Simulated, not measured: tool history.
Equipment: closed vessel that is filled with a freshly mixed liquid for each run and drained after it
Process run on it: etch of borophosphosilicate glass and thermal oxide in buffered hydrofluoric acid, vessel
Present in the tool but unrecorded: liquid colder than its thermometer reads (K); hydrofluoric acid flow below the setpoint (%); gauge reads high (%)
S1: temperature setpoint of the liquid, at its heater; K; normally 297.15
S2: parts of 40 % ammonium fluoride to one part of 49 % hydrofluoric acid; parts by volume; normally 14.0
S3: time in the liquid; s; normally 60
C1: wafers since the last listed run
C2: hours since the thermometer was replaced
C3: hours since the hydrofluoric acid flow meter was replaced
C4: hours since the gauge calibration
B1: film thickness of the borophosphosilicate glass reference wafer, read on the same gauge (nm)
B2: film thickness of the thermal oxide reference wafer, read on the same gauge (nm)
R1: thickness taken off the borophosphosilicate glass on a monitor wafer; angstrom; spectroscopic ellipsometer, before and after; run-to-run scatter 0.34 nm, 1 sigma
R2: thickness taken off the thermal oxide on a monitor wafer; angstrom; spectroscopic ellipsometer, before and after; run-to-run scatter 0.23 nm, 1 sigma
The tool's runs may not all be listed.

{"run": 1, "day": 0.0, "S1": 292.15, "S2": 14.0, "S3": 90, "C1": 0, "C2": 216.4, "C3": 264.9, "C4": 1149.9, "B1": 140.0, "B2": 139.98, "R1": 1215.5, "R2": 514.3}
{"run": 2, "day": 1.033, "S1": 297.15, "S2": 14.0, "S3": 95, "C1": 2533, "C2": 241.2, "C3": 289.7, "C4": 1174.7, "B1": 140.04, "B2": 140.03, "R1": 1692.4, "R2": 713.5}
{"run": 3, "day": 1.746, "S1": 297.15, "S2": 14.0, "S3": 60, "C1": 1746, "C2": 258.3, "C3": 306.8, "C4": 1191.8, "B1": 140.0, "B2": 140.02, "R1": 1062.8, "R2": 452.1}
{"run": 4, "day": 2.25, "S1": 301.15, "S2": 14.0, "S3": 35, "C1": 1235, "C2": 270.4, "C3": 318.9, "C4": 1203.9, "B1": 139.99, "B2": 139.96, "R1": 774.9, "R2": 326.8}
{"day": 2.592, "done": "gauge calibrated"}
{"run": 5, "day": 3.621, "S1": 297.15, "S2": 9.5, "S3": 85, "C1": 3360, "C2": 303.3, "C3": 351.8, "C4": 24.7, "B1": 140.01, "B2": 140.01, "R1": 2189.2, "R2": 920.7}
{"run": 6, "day": 4.162, "S1": 294.15, "S2": 9.0, "S3": 40, "C1": 1327, "C2": 316.3, "C3": 364.8, "C4": 37.7, "B1": 140.01, "B2": 139.98, "R1": 903.8, "R2": 379.0}
{"run": 7, "day": 5.529, "S1": 292.65, "S2": 14.0, "S3": 60, "C1": 3350, "C2": 349.1, "C3": 397.6, "C4": 70.5, "B1": 140.01, "B2": 140.0, "R1": 836.9, "R2": 352.0}
{"run": 8, "day": 6.596, "S1": 299.15, "S2": 18.0, "S3": 35, "C1": 2614, "C2": 374.7, "C3": 423.2, "C4": 96.1, "B1": 139.98, "B2": 140.0, "R1": 538.4, "R2": 225.6}
{"run": 9, "day": 7.242, "S1": 295.15, "S2": 10.0, "S3": 30, "C1": 1583, "C2": 390.2, "C3": 438.7, "C4": 111.6, "B1": 140.02, "B2": 139.97, "R1": 664.7, "R2": 279.4}
{"run": 10, "day": 7.929, "S1": 297.15, "S2": 14.0, "S3": 60, "C1": 1685, "C2": 406.7, "C3": 455.2, "C4": 128.1, "B1": 140.03, "B2": 140.01, "R1": 1062.3, "R2": 450.7}
{"run": 11, "day": 8.562, "S1": 297.15, "S2": 14.0, "S3": 60, "C1": 1552, "C2": 421.9, "C3": 470.4, "C4": 143.3, "B1": 140.03, "B2": 140.01, "R1": 1063.0, "R2": 446.3}
{"run": 12, "day": 9.075, "S1": 297.15, "S2": 18.0, "S3": 35, "C1": 1256, "C2": 434.2, "C3": 482.7, "C4": 155.6, "B1": 140.0, "B2": 139.99, "R1": 483.6, "R2": 205.1}
{"run": 13, "day": 9.733, "S1": 295.65, "S2": 12.5, "S3": 90, "C1": 1613, "C2": 450.0, "C3": 498.5, "C4": 171.4, "B1": 140.0, "B2": 140.01, "R1": 1643.8, "R2": 691.9}
{"run": 14, "day": 10.746, "S1": 297.15, "S2": 14.0, "S3": 60, "C1": 2481, "C2": 474.3, "C3": 522.8, "C4": 195.7, "B1": 140.0, "B2": 140.02, "R1": 1063.5, "R2": 445.9}
{"run": 15, "day": 11.7, "S1": 301.65, "S2": 14.0, "S3": 40, "C1": 2338, "C2": 497.2, "C3": 545.7, "C4": 218.6, "B1": 140.01, "B2": 140.04, "R1": 899.0, "R2": 381.8}
{"run": 16, "day": 12.917, "S1": 301.65, "S2": 19.0, "S3": 90, "C1": 2982, "C2": 526.4, "C3": 574.9, "C4": 247.8, "B1": 140.03, "B2": 139.95, "R1": 1485.5, "R2": 631.9}
{"day": 13.325, "done": "hydrofluoric acid flow meter replaced"}
{"run": 17, "day": 13.946, "S1": 299.15, "S2": 10.0, "S3": 40, "C1": 2420, "C2": 551.1, "C3": 14.9, "C4": 272.5, "B1": 139.99, "B2": 140.01, "R1": 1117.4, "R2": 474.4}
{"run": 18, "day": 14.767, "S1": 295.65, "S2": 11.0, "S3": 70, "C1": 2012, "C2": 570.8, "C3": 34.6, "C4": 292.2, "B1": 140.01, "B2": 140.03, "R1": 1474.1, "R2": 618.0}
{"run": 19, "day": 16.167, "S1": 300.65, "S2": 9.0, "S3": 40, "C1": 3431, "C2": 604.4, "C3": 68.2, "C4": 325.8, "B1": 139.97, "B2": 139.99, "R1": 1287.8, "R2": 545.5}
{"run": 20, "day": 16.929, "S1": 293.15, "S2": 16.5, "S3": 75, "C1": 1869, "C2": 622.7, "C3": 86.5, "C4": 344.1, "B1": 139.98, "B2": 140.0, "R1": 919.2, "R2": 386.3}
{"run": 21, "day": 18.275, "S1": 297.15, "S2": 14.0, "S3": 60, "C1": 3299, "C2": 655.0, "C3": 118.8, "C4": 376.4, "B1": 140.01, "B2": 139.96, "R1": 1078.9, "R2": 456.2}
{"run": 22, "day": 18.925, "S1": 294.15, "S2": 14.0, "S3": 30, "C1": 1593, "C2": 670.6, "C3": 134.4, "C4": 392.0, "B1": 139.99, "B2": 140.03, "R1": 456.3, "R2": 191.9}
{"run": 23, "day": 20.338, "S1": 300.65, "S2": 14.0, "S3": 60, "C1": 3462, "C2": 704.5, "C3": 168.3, "C4": 425.9, "B1": 140.0, "B2": 140.01, "R1": 1292.9, "R2": 549.2}
{"run": 24, "day": 21.379, "S1": 295.65, "S2": 9.5, "S3": 70, "C1": 2553, "C2": 729.5, "C3": 193.3, "C4": 450.9, "B1": 140.04, "B2": 139.98, "R1": 1659.1, "R2": 702.0}

What if the next run were any one of these 5? Each begins from the tool's condition after run 24:
{"run": "A", "day": 21.408, "S1": 297.15, "S2": 14.0, "S3": 60, "C1": 71, "C2": 730.2, "C3": 194.0, "C4": 451.6, "B1": "?", "B2": "?", "R1": "?", "R2": "?"}
{"run": "B", "day": 21.408, "S1": 297.15, "S2": 14.0, "S3": 50, "C1": 71, "C2": 730.2, "C3": 194.0, "C4": 451.6, "B1": "?", "B2": "?", "R1": "?", "R2": "?"}
{"run": "C", "day": 21.408, "S1": 299.15, "S2": 14.0, "S3": 60, "C1": 71, "C2": 730.2, "C3": 194.0, "C4": 451.6, "B1": "?", "B2": "?", "R1": "?", "R2": "?"}
{"run": "D", "day": 21.408, "S1": 301.65, "S2": 18.0, "S3": 60, "C1": 71, "C2": 730.2, "C3": 194.0, "C4": 451.6, "B1": "?", "B2": "?", "R1": "?", "R2": "?"}
{"run": "E", "day": 21.408, "S1": 295.65, "S2": 14.0, "S3": 75, "C1": 71, "C2": 730.2, "C3": 194.0, "C4": 451.6, "B1": "?", "B2": "?", "R1": "?", "R2": "?"}

run=A B1=139.97 B2=140.03 R1=1069.2 R2=449.0
run=B B1=139.97 B2=140.03 R1=891.0 R2=374.2
run=C B1=139.97 B2=140.03 R1=1190.4 R2=500.5
run=D B1=139.97 B2=140.03 R1=1060.9 R2=447.0
run=E B1=139.97 B2=140.03 R1=1231.9 R2=516.9
What these runs would have given with no unlogged condition in the tool:
run=A R1=1077.9 R2=452.7
run=B R1=898.2 R2=377.2
run=C R1=1200.1 R2=504.6
run=D R1=1069.6 R2=450.6
run=E R1=1242.0 R2=521.1

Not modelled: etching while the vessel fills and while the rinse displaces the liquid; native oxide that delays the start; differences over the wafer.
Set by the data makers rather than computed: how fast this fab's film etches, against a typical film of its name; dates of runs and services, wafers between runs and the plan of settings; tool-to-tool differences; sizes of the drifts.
